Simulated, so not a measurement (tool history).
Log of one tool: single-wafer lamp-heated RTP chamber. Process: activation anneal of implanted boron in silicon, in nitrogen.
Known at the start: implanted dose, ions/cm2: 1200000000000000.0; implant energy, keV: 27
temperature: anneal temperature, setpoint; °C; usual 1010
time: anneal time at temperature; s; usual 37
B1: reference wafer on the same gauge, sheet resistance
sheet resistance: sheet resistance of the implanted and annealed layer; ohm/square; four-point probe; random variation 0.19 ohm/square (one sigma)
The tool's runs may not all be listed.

Run 1, hour 0.0: usual settings but time 27 s; B1 104.05. Result: sheet resistance 105.49 ohm/square.
Run 2, hour 41.1: usual settings but time 27 s; B1 103.92. Result: sheet resistance 105.42 ohm/square.
Run 3, hour 65.2: usual settings but time 27 s; B1 104.02. Result: sheet resistance 104.99 ohm/square.
Run 4, hour 109.1: usual settings; B1 103.94. Result: sheet resistance 104.70 ohm/square.
At hour 119.6: reflector plate cleaned.
Run 5, hour 163.6: usual settings; B1 104.06. Result: sheet resistance 105.00 ohm/square.
Run 6, hour 210.8: usual settings; B1 104.02. Result: sheet resistance 105.07 ohm/square.
At hour 263.4: pyrometer window cleaned and pyrometer calibrated.
Run 7, hour 263.9: usual settings but temperature 1026 °C; B1 104.07. Result: sheet resistance 104.27 ohm/square.
Run 8, hour 325.3: usual settings but temperature 1026 °C; B1 104.05. Result: sheet resistance 104.05 ohm/square.
Run 9, hour 368.3: usual settings but temperature 1028 °C; B1 103.96. Result: sheet resistance 103.76 ohm/square.
Run 10, hour 412.8: usual settings but time 44 s; B1 104.08. Result: sheet resistance 104.49 ohm/square.
Run 11, hour 464.5: usual settings but time 44 s; B1 103.95. Result: sheet resistance 104.63 ohm/square.
At hour 613.6: pyrometer window cleaned and pyrometer calibrated.
Run 12, hour 631.9: usual settings but temperature 1016 °C; B1 104.00. Result: sheet resistance 105.04 ohm/square.
Run 13, hour 670.5: usual settings but temperature 1000 °C, time 52 s; B1 104.03. Result: sheet resistance 105.86 ohm/square.
Run 14, hour 737.2: usual settings but temperature 1000 °C, time 52 s; B1 103.90. Result: sheet resistance 105.41 ohm/square.
At hour 788.8: reflector plate cleaned.
Run 15, hour 805.3: usual settings but temperature 1000 °C, time 52 s; B1 103.97. Result: sheet resistance 105.79 ohm/square.
Run 16, hour 850.0: usual settings but temperature 1000 °C; B1 104.04. Result: sheet resistance 106.14 ohm/square.
Run 17, hour 890.2: usual settings but temperature 1036 °C, time 50 s; B1 104.07. Result: sheet resistance 102.42 ohm/square.
Run 18, hour 946.7: usual settings but time 58 s; B1 104.05. Result: sheet resistance 103.95 ohm/square.
At hour 965.1: pyrometer window cleaned and pyrometer calibrated.
Run 19, hour 1006.8: usual settings; B1 103.99. Result: sheet resistance 105.83 ohm/square.
Run 20, hour 1066.2: usual settings but temperature 983 °C; B1 103.97. Result: sheet resistance 110.40 ohm/square.
Run 21, hour 1131.5: usual settings but temperature 1021 °C; B1 104.00. Result: sheet resistance 104.09 ohm/square.
Run 22, hour 1163.8: usual settings but temperature 1038 °C, time 18 s; B1 103.97. Result: sheet resistance 103.88 ohm/square.
Run 23, hour 1209.5: usual settings; B1 104.07. Result: sheet resistance 104.32 ohm/square.
At hour 1225.7: gauge calibrated.
Run 24, hour 1274.0: usual settings but temperature 997 °C, time 22 s; B1 104.04. Result: sheet resistance 106.49 ohm/square.
At hour 1331.9: pyrometer window cleaned and pyrometer calibrated.
Run 25, hour 1339.6: usual settings but temperature 1023 °C, time 50 s; B1 104.01. Result: sheet resistance 103.70 ohm/square.
At hour 1389.5: reflector plate cleaned.
Run 26, hour 1391.7: usual settings but temperature 1000 °C, time 52 s; B1 104.07. Result: sheet resistance 106.14 ohm/square.
Run 27, hour 1441.7: usual settings; B1 103.98. Result: sheet resistance 105.38 ohm/square.
Run 28, hour 1508.9: usual settings but time 31 s; B1 104.00. Result: sheet resistance 105.23 ohm/square.
Run 29, hour 1610.6: usual settings; B1 103.93. Result: sheet resistance 104.67 ohm/square.
Run 30, hour 1645.4: usual settings; B1 104.06. Result: sheet resistance 104.13 ohm/square.
Run 31, hour 1678.7: usual settings but temperature 1035 °C, time 46 s; B1 103.93. Result: sheet resistance 102.17 ohm/square.

The next listed run, before its measurement:
At hour 1688.4: pyrometer window cleaned and pyrometer calibrated.
Run 32, hour 1734.7: usual settings but time 29 s; B1 ?. Result: sheet resistance ?.

B1: 103.94
sheet resistance: 105.61 ohm/square
Without the tool's hidden state the same run would have given sheet resistance 106.87 ohm/square.
